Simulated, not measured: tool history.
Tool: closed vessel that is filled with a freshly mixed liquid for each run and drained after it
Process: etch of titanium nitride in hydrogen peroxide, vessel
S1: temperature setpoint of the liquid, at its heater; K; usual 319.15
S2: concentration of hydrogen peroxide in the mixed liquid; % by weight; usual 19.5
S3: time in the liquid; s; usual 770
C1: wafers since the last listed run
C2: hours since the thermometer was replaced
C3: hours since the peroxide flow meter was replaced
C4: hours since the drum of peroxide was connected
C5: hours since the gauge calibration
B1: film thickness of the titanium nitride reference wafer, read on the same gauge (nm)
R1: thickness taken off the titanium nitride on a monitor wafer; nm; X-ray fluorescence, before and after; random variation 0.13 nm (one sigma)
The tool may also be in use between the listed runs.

run 1 hour=0.0 | S1=319.15 S2=21.0 S3=770 | C1=0 C2=2232.6 C3=15.2 C4=494.3 C5=2348.8 | B1=30.00 | R1=13.03
run 2 hour=44.9 | S1=323.15 S2=19.5 S3=770 | C1=3299 C2=2277.5 C3=60.1 C4=539.2 C5=2393.7 | B1=30.05 | R1=16.78
run 3 hour=89.0 | S1=323.15 S2=19.5 S3=770 | C1=3240 C2=2321.6 C3=104.2 C4=583.3 C5=2437.8 | B1=29.95 | R1=17.06
-- hour=95.5 thermometer replaced
run 4 hour=161.3 | S1=323.15 S2=19.5 S3=770 | C1=5239 C2=65.8 C3=176.5 C4=655.6 C5=2510.1 | B1=29.99 | R1=18.40
run 5 hour=200.7 | S1=323.65 S2=19.5 S3=770 | C1=2895 C2=105.2 C3=215.9 C4=695.0 C5=2549.5 | B1=29.98 | R1=18.73
-- hour=332.7 new drum of peroxide connected
run 6 hour=502.9 | S1=319.15 S2=19.5 S3=770 | C1=22133 C2=407.4 C3=518.1 C4=170.2 C5=2851.7 | B1=29.99 | R1=13.51
run 7 hour=558.6 | S1=319.15 S2=19.5 S3=770 | C1=4093 C2=463.1 C3=573.8 C4=225.9 C5=2907.4 | B1=29.97 | R1=13.34
run 8 hour=665.0 | S1=319.15 S2=19.5 S3=770 | C1=7818 C2=569.5 C3=680.2 C4=332.3 C5=3013.8 | B1=29.95 | R1=13.31
run 9 hour=744.9 | S1=319.15 S2=19.5 S3=770 | C1=5871 C2=649.4 C3=760.1 C4=412.2 C5=3093.7 | B1=30.03 | R1=13.22
run 10 hour=799.6 | S1=319.15 S2=19.5 S3=1190 | C1=4019 C2=704.1 C3=814.8 C4=466.9 C5=3148.4 | B1=30.04 | R1=20.47
run 11 hour=891.7 | S1=319.15 S2=19.5 S3=770 | C1=6768 C2=796.2 C3=906.9 C4=559.0 C5=3240.5 | B1=30.01 | R1=13.04
-- hour=904.6 gauge calibrated
run 12 hour=952.6 | S1=323.65 S2=22.5 S3=355 | C1=4475 C2=857.1 C3=967.8 C4=619.9 C5=48.0 | B1=29.96 | R1=8.71
run 13 hour=1011.5 | S1=309.65 S2=19.5 S3=340 | C1=4328 C2=916.0 C3=1026.7 C4=678.8 C5=106.9 | B1=30.01 | R1=2.79
run 14 hour=1077.8 | S1=319.15 S2=19.5 S3=1110 | C1=4872 C2=982.3 C3=1093.0 C4=745.1 C5=173.2 | B1=29.99 | R1=18.87
run 15 hour=1126.3 | S1=319.15 S2=19.5 S3=1110 | C1=3564 C2=1030.8 C3=1141.5 C4=793.6 C5=221.7 | B1=30.00 | R1=18.87
-- hour=1147.2 new drum of peroxide connected
run 16 hour=1213.1 | S1=314.15 S2=15.5 S3=485 | C1=6305 C2=1117.6 C3=1228.3 C4=65.9 C5=308.5 | B1=29.98 | R1=5.43
run 17 hour=1319.7 | S1=319.15 S2=25.0 S3=770 | C1=7833 C2=1224.2 C3=1334.9 C4=172.5 C5=415.1 | B1=30.00 | R1=13.48
run 18 hour=1366.4 | S1=322.65 S2=19.5 S3=1140 | C1=3431 C2=1270.9 C3=1381.6 C4=219.2 C5=461.8 | B1=30.01 | R1=24.90
-- hour=1379.5 peroxide flow meter replaced
run 19 hour=1464.6 | S1=319.15 S2=19.5 S3=770 | C1=7142 C2=1369.1 C3=85.1 C4=317.4 C5=560.0 | B1=29.99 | R1=12.86
run 20 hour=1506.6 | S1=313.15 S2=19.5 S3=770 | C1=3086 C2=1411.1 C3=127.1 C4=359.4 C5=602.0 | B1=29.95 | R1=8.37
run 21 hour=1588.8 | S1=311.65 S2=19.5 S3=935 | C1=6040 C2=1493.3 C3=209.3 C4=441.6 C5=684.2 | B1=29.98 | R1=8.80
run 22 hour=1663.8 | S1=319.15 S2=24.5 S3=1155 | C1=5511 C2=1568.3 C3=284.3 C4=516.6 C5=759.2 | B1=30.00 | R1=20.17
run 23 hour=1740.4 | S1=322.65 S2=19.5 S3=770 | C1=5628 C2=1644.9 C3=360.9 C4=593.2 C5=835.8 | B1=30.00 | R1=16.34
run 24 hour=1803.2 | S1=309.65 S2=19.5 S3=770 | C1=4614 C2=1707.7 C3=423.7 C4=656.0 C5=898.6 | B1=29.98 | R1=6.22
run 25 hour=1896.8 | S1=309.65 S2=19.5 S3=770 | C1=6878 C2=1801.3 C3=517.3 C4=749.6 C5=992.2 | B1=30.01 | R1=6.07
-- hour=1898.1 new drum of peroxide connected
run 26 hour=1940.2 | S1=319.15 S2=19.5 S3=770 | C1=3115 C2=1844.7 C3=560.7 C4=42.1 C5=1035.6 | B1=30.00 | R1=12.81
run 27 hour=2090.9 | S1=312.15 S2=22.0 S3=1130 | C1=11074 C2=1995.4 C3=711.4 C4=192.8 C5=1186.3 | B1=29.97 | R1=11.15

The next listed run, before its measurement:
run 28 hour=2171.1 | S1=319.15 S2=24.5 S3=1080 | C1=5893 C2=2075.6 C3=791.6 C4=273.0 C5=1266.5 | B1=? | R1=?

B1: 30.04
R1: 18.55 nm
Without the tool's hidden state the same run would have given R1 20.34 nm.
